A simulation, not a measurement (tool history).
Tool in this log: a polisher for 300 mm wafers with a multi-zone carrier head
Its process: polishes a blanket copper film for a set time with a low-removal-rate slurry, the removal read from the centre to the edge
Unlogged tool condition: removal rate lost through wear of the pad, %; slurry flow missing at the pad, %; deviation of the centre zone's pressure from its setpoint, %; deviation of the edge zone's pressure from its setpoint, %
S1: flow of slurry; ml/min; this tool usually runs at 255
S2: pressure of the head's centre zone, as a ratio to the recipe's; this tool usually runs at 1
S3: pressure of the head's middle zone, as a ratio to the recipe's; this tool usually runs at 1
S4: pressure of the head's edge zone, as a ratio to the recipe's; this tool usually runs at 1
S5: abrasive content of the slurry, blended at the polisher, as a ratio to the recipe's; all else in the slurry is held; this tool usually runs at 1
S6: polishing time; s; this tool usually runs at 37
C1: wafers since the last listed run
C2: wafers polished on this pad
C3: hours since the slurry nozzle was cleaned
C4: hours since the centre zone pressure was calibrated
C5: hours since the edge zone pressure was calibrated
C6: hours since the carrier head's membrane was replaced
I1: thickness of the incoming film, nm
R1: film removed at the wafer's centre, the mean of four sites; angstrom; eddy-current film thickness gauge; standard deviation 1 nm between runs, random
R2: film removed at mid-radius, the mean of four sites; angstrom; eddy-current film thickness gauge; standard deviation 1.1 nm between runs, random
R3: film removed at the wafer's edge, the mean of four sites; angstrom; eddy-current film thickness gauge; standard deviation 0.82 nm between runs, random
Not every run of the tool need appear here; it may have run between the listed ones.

{"run": 1, "hour": 0.0, "S1": 255, "S2": 1, "S3": 0.96, "S4": 1, "S5": 1, "S6": 37, "C1": 0, "C2": 317, "C3": 339.4, "C4": 564.4, "C5": 364.8, "C6": 233.5, "I1": 1167.9, "R1": 845, "R2": 767, "R3": 793}
{"run": 2, "hour": 22.4, "S1": 255, "S2": 1, "S3": 0.96, "S4": 1, "S5": 1, "S6": 37, "C1": 296, "C2": 613, "C3": 361.8, "C4": 586.8, "C5": 387.2, "C6": 255.9, "I1": 1180.9, "R1": 794, "R2": 739, "R3": 777}
{"run": 3, "hour": 49.8, "S1": 255, "S2": 1, "S3": 1, "S4": 1, "S5": 1, "S6": 37, "C1": 362, "C2": 975, "C3": 389.2, "C4": 614.2, "C5": 414.6, "C6": 283.3, "I1": 1161.7, "R1": 785, "R2": 744, "R3": 742}
{"hour": 71.3, "done": "worn pad replaced by a new one"}
{"run": 4, "hour": 71.8, "S1": 255, "S2": 1, "S3": 1, "S4": 1, "S5": 1, "S6": 37, "C1": 237, "C2": 6, "C3": 411.2, "C4": 636.2, "C5": 436.6, "C6": 305.3, "I1": 1186, "R1": 858, "R2": 814, "R3": 822}
{"run": 5, "hour": 91.7, "S1": 255, "S2": 1, "S3": 1.09, "S4": 1, "S5": 1, "S6": 37, "C1": 263, "C2": 269, "C3": 431.1, "C4": 656.1, "C5": 456.5, "C6": 325.2, "I1": 1172.5, "R1": 848, "R2": 851, "R3": 808}
{"run": 6, "hour": 126.0, "S1": 255, "S2": 1, "S3": 1.09, "S4": 1, "S5": 1, "S6": 37, "C1": 453, "C2": 722, "C3": 465.4, "C4": 690.4, "C5": 490.8, "C6": 359.5, "I1": 1180.8, "R1": 818, "R2": 809, "R3": 777}
{"run": 7, "hour": 146.5, "S1": 255, "S2": 1, "S3": 1.09, "S4": 1, "S5": 1, "S6": 37, "C1": 270, "C2": 993, "C3": 485.9, "C4": 710.9, "C5": 511.3, "C6": 380, "I1": 1184.6, "R1": 796, "R2": 794, "R3": 757}
{"run": 8, "hour": 165.6, "S1": 255, "S2": 1, "S3": 1, "S4": 1, "S5": 1, "S6": 37, "C1": 252, "C2": 1246, "C3": 505, "C4": 730, "C5": 530.4, "C6": 399.1, "I1": 1196, "R1": 774, "R2": 713, "R3": 726}
{"hour": 172.7, "done": "worn pad replaced by a new one"}
{"run": 9, "hour": 193.4, "S1": 255, "S2": 1, "S3": 1, "S4": 1, "S5": 1, "S6": 37, "C1": 314, "C2": 273, "C3": 532.8, "C4": 757.8, "C5": 558.2, "C6": 426.9, "I1": 1177.3, "R1": 868, "R2": 788, "R3": 799}
{"run": 10, "hour": 224.8, "S1": 340, "S2": 1, "S3": 1, "S4": 1.09, "S5": 1, "S6": 37, "C1": 414, "C2": 688, "C3": 564.2, "C4": 789.2, "C5": 589.6, "C6": 458.3, "I1": 1178.1, "R1": 840, "R2": 769, "R3": 826}
{"run": 11, "hour": 250.4, "S1": 255, "S2": 1, "S3": 1, "S4": 1, "S5": 1, "S6": 34, "C1": 338, "C2": 1026, "C3": 589.8, "C4": 814.8, "C5": 615.2, "C6": 483.9, "I1": 1179.1, "R1": 739, "R2": 672, "R3": 683}
{"run": 12, "hour": 268.1, "S1": 255, "S2": 1, "S3": 1, "S4": 1, "S5": 1, "S6": 37, "C1": 233, "C2": 1260, "C3": 607.5, "C4": 832.5, "C5": 632.9, "C6": 501.6, "I1": 1197.4, "R1": 798, "R2": 717, "R3": 731}
{"hour": 280.4, "done": "carrier head's membrane replaced by a new one"}
{"hour": 284.2, "done": "worn pad replaced by a new one"}
{"run": 13, "hour": 288.3, "S1": 255, "S2": 1.1, "S3": 0.91, "S4": 1, "S5": 1, "S6": 28, "C1": 150, "C2": 53, "C3": 627.7, "C4": 852.7, "C5": 653.1, "C6": 7.9, "I1": 1177.1, "R1": 742, "R2": 564, "R3": 624}
{"run": 14, "hour": 316.8, "S1": 295, "S2": 1.09, "S3": 1, "S4": 0.91, "S5": 1, "S6": 26, "C1": 376, "C2": 430, "C3": 656.2, "C4": 881.2, "C5": 681.6, "C6": 36.4, "I1": 1190.7, "R1": 671, "R2": 557, "R3": 539}
{"hour": 322.4, "done": "centre zone pressure recalibrated"}
{"hour": 362.8, "done": "slurry nozzle cleaned"}
{"hour": 377.0, "done": "worn pad replaced by a new one"}
{"hour": 378.9, "done": "edge zone pressure recalibrated"}
{"run": 15, "hour": 409.3, "S1": 305, "S2": 0.92, "S3": 1, "S4": 1, "S5": 1, "S6": 37, "C1": 1105, "C2": 401, "C3": 46.5, "C4": 86.9, "C5": 30.4, "C6": 128.9, "I1": 1187.4, "R1": 776, "R2": 795, "R3": 809}
{"run": 16, "hour": 441.0, "S1": 255, "S2": 1.03, "S3": 1, "S4": 1, "S5": 1, "S6": 37, "C1": 418, "C2": 820, "C3": 78.2, "C4": 118.6, "C5": 62.1, "C6": 160.6, "I1": 1176.5, "R1": 811, "R2": 763, "R3": 765}
{"run": 17, "hour": 467.8, "S1": 255, "S2": 1, "S3": 0.89, "S4": 1, "S5": 1, "S6": 37, "C1": 354, "C2": 1174, "C3": 105, "C4": 145.4, "C5": 88.9, "C6": 187.4, "I1": 1168.1, "R1": 754, "R2": 662, "R3": 749}
{"hour": 472.2, "done": "worn pad replaced by a new one"}
{"run": 18, "hour": 496.2, "S1": 255, "S2": 1, "S3": 1.09, "S4": 1, "S5": 1, "S6": 37, "C1": 322, "C2": 317, "C3": 133.4, "C4": 173.8, "C5": 117.3, "C6": 215.8, "I1": 1191.2, "R1": 844, "R2": 840, "R3": 818}

3 options for the next run, each taken on its own from the tool as it stands now. Forecast them:
{"run": "A", "hour": 496.6, "S1": 255, "S2": 1, "S3": 1, "S4": 1, "S5": 1, "S6": 37, "C1": 5, "C2": 322, "C3": 133.8, "C4": 174.2, "C5": 117.7, "C6": 216.2, "I1": 1161, "R1": "?", "R2": "?", "R3": "?"}
{"run": "B", "hour": 496.6, "S1": 255, "S2": 0.9, "S3": 0.9, "S4": 1.08, "S5": 1, "S6": 42, "C1": 5, "C2": 322, "C3": 133.8, "C4": 174.2, "C5": 117.7, "C6": 216.2, "I1": 1161, "R1": "?", "R2": "?", "R3": "?"}
{"run": "C", "hour": 496.6, "S1": 315, "S2": 0.97, "S3": 0.94, "S4": 1, "S5": 1, "S6": 25, "C1": 5, "C2": 322, "C3": 133.8, "C4": 174.2, "C5": 117.7, "C6": 216.2, "I1": 1161, "R1": "?", "R2": "?", "R3": "?"}

run=A R1=848 R2=792 R3=803
run=B R1=865 R2=828 R3=948
run=C R1=565 R2=518 R3=550
Stripped of hidden state, with their random variation kept, the same runs would have yielded:
run=A R1=858 R2=823 R3=834
run=B R1=875 R2=860 R3=984
run=C R1=572 R2=538 R3=571

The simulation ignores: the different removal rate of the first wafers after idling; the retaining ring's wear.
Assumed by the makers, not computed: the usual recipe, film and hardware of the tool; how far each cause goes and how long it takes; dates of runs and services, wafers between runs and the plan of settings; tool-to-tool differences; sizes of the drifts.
